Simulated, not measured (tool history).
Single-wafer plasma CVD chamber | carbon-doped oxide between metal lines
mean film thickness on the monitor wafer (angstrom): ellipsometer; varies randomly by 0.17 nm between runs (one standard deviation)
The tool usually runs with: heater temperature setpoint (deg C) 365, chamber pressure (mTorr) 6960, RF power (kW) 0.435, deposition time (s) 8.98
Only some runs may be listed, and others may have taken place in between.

run    hour  heater temperature setpoint (deg C)  chamber pressure (mTorr)  RF power (kW)  deposition time (s)  wafers since the last listed run  hours since the last thermocouple change  hours since the last RF generator calibration  hours since the last manometer calibration  hours since the showerhead was replaced  hours since the gauge calibration  read-back reference wafer on the same gauge, thickness_nm  mean film thickness on the monitor wafer (angstrom)
  1       0                                  365                      6960          0.435                 8.98                                 0                                     535.1                                          228.1                                       343.2                                   5754.4                             2036.9                                                     41.118                                                  408
  2   100.5                                  365                      6960          0.435                 8.98                              3166                                     635.6                                          328.6                                       443.7                                   5854.9                             2137.4                                                     41.096                                               408.51
      129.3  -- showerhead replaced
  3   198.8                                  365                      6960          0.435                 8.98                              2845                                     733.9                                          426.9                                         542                                     69.5                             2235.7                                                     41.126                                               409.15
  4   296.6                                  365                      6960          0.435                 8.98                              3081                                     831.7                                          524.7                                       639.8                                    167.3                             2333.5                                                     41.103                                               407.03
  5   470.8                                  365                      6560          0.435                 8.98                              5489                                    1005.9                                          698.9                                         814                                    341.5                             2507.7                                                     41.085                                               406.59
  6   511.5                                  365                      6960          0.435                 8.98                              1282                                    1046.6                                          739.6                                       854.7                                    382.2                             2548.4                                                      41.15                                                406.4
  7   611.8                                  365                      6960          0.435                 9.48                              3160                                    1146.9                                          839.9                                         955                                    482.5                             2648.7                                                     41.086                                               424.48
      616.2  -- gauge calibrated
  8   673.6                                  365                      6960           0.49                 8.98                              1947                                    1208.7                                          901.7                                      1016.8                                    544.3                               57.4                                                     41.106                                                448.1
  9   778.7                                  365                      6960          0.435                 8.98                              3311                                    1313.8                                         1006.8                                      1121.9                                    649.4                              162.5                                                     41.078                                               400.65
 10   816.3                                  361                      5550          0.395                 8.98                              1184                                    1351.4                                         1044.4                                      1159.5                                      687                              200.1                                                     41.085                                               362.98
 11   908.7                                  365                      6960          0.435                 8.98                              2911                                    1443.8                                         1136.8                                      1251.9                                    779.4                              292.5                                                     41.094                                               399.46
 12   987.5                                  365                      7770          0.435                 8.98                              2483                                    1522.6                                         1215.6                                      1330.7                                    858.2                              371.3                                                     41.099                                               398.52
 13  1046.4                                  353                      8270          0.435                 8.98                              1856                                    1581.5                                         1274.5                                      1389.6                                    917.1                              430.2                                                     41.136                                               413.79
 14    1086                                  365                      6960           0.47                 8.98                              1247                                    1621.1                                         1314.1                                      1429.2                                    956.7                              469.8                                                     41.097                                               425.92
 15  1132.8                                  365                      6960          0.435                 8.98                              1474                                    1667.9                                         1360.9                                        1476                                   1003.5                              516.6                                                     41.082                                               392.01
 16  1227.5                                  365                      8090           0.49                10.28                              2984                                    1762.6                                         1455.6                                      1570.7                                   1098.2                              611.3                                                     41.094                                               499.31
     1277.6  -- thermocouple changed; heater temperature recalibrated
 17  1292.2                                  369                      6960          0.435                 8.98                              1786                                      14.6                                         1520.3                                      1635.4                                   1162.9                                676                                                     41.069                                               384.79
       1365  -- RF generator calibrated
 18  1395.4                                  354                      6960          0.435                 8.98                              2999                                     117.8                                           30.4                                      1738.6                                   1266.1                              779.2                                                     41.094                                               425.14
 19  1489.4                                  365                      6960          0.465                 8.98                              2962                                     211.8                                          124.4                                      1832.6                                   1360.1                              873.2                                                     41.098                                               436.96
 20  1704.9                                  365                      6960           0.41                10.46                              6790                                     427.3                                          339.9                                      2048.1                                   1575.6                             1088.7                                                     41.095                                               452.51
 21  1788.5                                  376                      7780          0.435                 8.98                              2634                                     510.9                                          423.5                                      2131.7                                   1659.2                             1172.3                                                     41.111                                               401.89
 22    1882                                  365                      6960           0.39                 8.04                              2946                                     604.4                                            517                                      2225.2                                   1752.7                             1265.8                                                     41.068                                               330.49
 23  1942.4                                  365                      8700           0.39                 8.98                              1903                                     664.8                                          577.4                                      2285.6                                   1813.1                             1326.2                                                     41.124                                               371.79
 24  2011.6                                  365                      6960          0.405                 8.98                              2180                                       734                                          646.6                                      2354.8                                   1882.3                             1395.4                                                     41.117                                               379.97
 25  2055.7                                  359                      7700           0.49                10.11                              1389                                     778.1                                          690.7                                      2398.9                                   1926.4                             1439.5                                                     41.083                                               516.99
 26  2111.2                                  365                      6960          0.435                 8.98                              1748                                     833.6                                          746.2                                      2454.4                                   1981.9                               1495                                                     41.111                                               405.39
 27  2147.5                                  365                      5510          0.435                 8.98                              1143                                     869.9                                          782.5                                      2490.7                                   2018.2                             1531.3                                                     41.112                                                  400
     2280.3  -- capacitance manometer re-zeroed and calibrated
 28  2284.8                                  365                      6960          0.435                 8.98                              4074                                    1007.2                                          919.8                                         4.5                                   2155.5                             1668.6                                                     41.121                                               401.93

Predict each of these 4 candidate next runs independently; none follows another, all start after run 28:
  A  2285.2                                  365                      6960          0.435                 8.98                                12                                    1007.6                                          920.2                                         4.9                                   2155.9                               1669                                                          ?                                                    ?
  B  2285.2                                  359                      7810          0.405                10.55                                12                                    1007.6                                          920.2                                         4.9                                   2155.9                               1669                                                          ?                                                    ?
  C  2285.2                                  371                      7940          0.365                 8.39                                12                                    1007.6                                          920.2                                         4.9                                   2155.9                               1669                                                          ?                                                    ?
  D  2285.2                                  357                      5250          0.435                 8.98                                12                                    1007.6                                          920.2                                         4.9                                   2155.9                               1669                                                          ?                                                    ?

run  read-back reference wafer on the same gauge, thickness_nm  mean film thickness on the monitor wafer (angstrom)
  A                                                     41.092                                               403.01
  B                                                     41.092                                               450.83
  C                                                     41.092                                               312.79
  D                                                     41.092                                               404.89
With the hidden condition removed and each run's random variation left untouched, the same runs would have given:
run  mean film thickness on the monitor wafer (angstrom)
  A                                               413.49
  B                                               462.62
  C                                               321.26
  D                                               415.43
